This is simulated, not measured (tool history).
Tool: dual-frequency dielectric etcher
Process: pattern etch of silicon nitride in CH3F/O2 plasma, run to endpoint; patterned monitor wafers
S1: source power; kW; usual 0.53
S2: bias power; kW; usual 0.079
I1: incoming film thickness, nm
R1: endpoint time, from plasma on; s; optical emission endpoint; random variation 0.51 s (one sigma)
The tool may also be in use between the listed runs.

| run | day | S1 | S2 | I1 | R1 |
|---|---|---|---|---|---|
| 1 | 0 | 0.53 | 0.074 | 81.5 | 88.6 |
| 2 | 2.954 | 0.53 | 0.074 | 80.8 | 88.1 |
| 3 | 5.125 | 0.53 | 0.079 | 81.6 | 89 |
| 4 | 7.308 | 0.53 | 0.079 | 80.8 | 87.9 |
| 5 | 9.054 | 0.53 | 0.079 | 80.9 | 87.1 |
|  | 10.792 | wet clean of the chamber |
| 6 | 10.812 | 0.53 | 0.079 | 80.8 | 84.3 |
| 7 | 12.983 | 0.53 | 0.084 | 80.8 | 83.3 |
| 8 | 15.442 | 0.53 | 0.084 | 80.5 | 82.5 |
| 9 | 18.004 | 0.53 | 0.084 | 81.1 | 84.3 |
| 10 | 20.896 | 0.53 | 0.079 | 81.3 | 87.3 |
|  | 22.896 | upper electrode replaced |
| 11 | 22.917 | 0.53 | 0.066 | 80.9 | 91.8 |
| 12 | 25.483 | 0.53 | 0.066 | 80.4 | 91.8 |
| 13 | 26.854 | 0.53 | 0.066 | 80.9 | 92.6 |
|  | 29.333 | wet clean of the chamber |
| 14 | 29.354 | 0.53 | 0.079 | 81.5 | 85.1 |
| 15 | 30.717 | 0.53 | 0.079 | 81.2 | 85.7 |
| 16 | 33.479 | 0.53 | 0.064 | 81.7 | 92.9 |
|  | 34.596 | bias power generator calibrated |
| 17 | 34.617 | 0.53 | 0.064 | 81.6 | 91.9 |
| 18 | 36.388 | 0.53 | 0.079 | 81.1 | 86.5 |
| 19 | 38.362 | 0.53 | 0.079 | 81.7 | 88.2 |
| 20 | 41.125 | 0.53 | 0.088 | 80.9 | 85.6 |
| 21 | 42.6 | 0.48 | 0.079 | 81.8 | 92.4 |
| 22 | 44.429 | 0.53 | 0.069 | 81.3 | 92.2 |
|  | 46.479 | wet clean of the chamber |
| 23 | 46.5 | 0.59 | 0.06 | 81.5 | 88.4 |
| 24 | 48.846 | 0.53 | 0.079 | 81.1 | 85.6 |
|  | 50.121 | source power generator calibrated |
| 25 | 51.708 | 0.53 | 0.079 | 80.7 | 85.1 |
| 26 | 53.404 | 0.53 | 0.079 | 81 | 85.8 |
| 27 | 54.979 | 0.53 | 0.079 | 81.1 | 86.6 |
| 28 | 56.392 | 0.62 | 0.071 | 80.6 | 85.1 |
| 29 | 58.179 | 0.42 | 0.087 | 79.9 | 91 |
| 30 | 59.379 | 0.44 | 0.084 | 80.7 | 92.6 |
| 31 | 62.029 | 0.47 | 0.099 | 80.8 | 86 |
|  | 63.579 | wet clean of the chamber |
| 32 | 63.6 | 0.57 | 0.093 | 80.6 | 79.3 |
| 33 | 65.329 | 0.44 | 0.069 | 81.4 | 95.1 |
| 34 | 67.012 | 0.53 | 0.084 | 80.6 | 83.8 |
| 35 | 68.062 | 0.4 | 0.093 | 80.8 | 90.8 |

Measured less the same run without the tool's hidden state. The same run-to-run variation is in both; the gauge's scatter may not be:
The hidden state here: etch rate over this chamber's usual, %; source power that arrives over what is set, %; bias power that arrives over what is set, %.
| run | R1 |
|---|---|
| 1 | +1.7 |
| 2 | +2.4 |
| 3 | +3.1 |
| 4 | +3.6 |
| 5 | +4 |
| 6 | -0.4 |
| 7 | +0.2 |
| 8 | +0.8 |
| 9 | +1.4 |
| 10 | +2.2 |
| 11 | +2.9 |
| 12 | +3.6 |
| 13 | +4 |
| 14 | +0.5 |
| 15 | +0.8 |
| 16 | +1.7 |
| 17 | +2 |
| 18 | +2.3 |
| 19 | +2.8 |
| 20 | +3.4 |
| 21 | +4.2 |
| 22 | +4.6 |
| 23 | +0 |
| 24 | +0.6 |
| 25 | +1.4 |
| 26 | +1.7 |
| 27 | +2.2 |
| 28 | +2.5 |
| 29 | +3.1 |
| 30 | +3.6 |
| 31 | +3.9 |
| 32 | +0.4 |
| 33 | +1 |
| 34 | +1.3 |
| 35 | +1.7 |
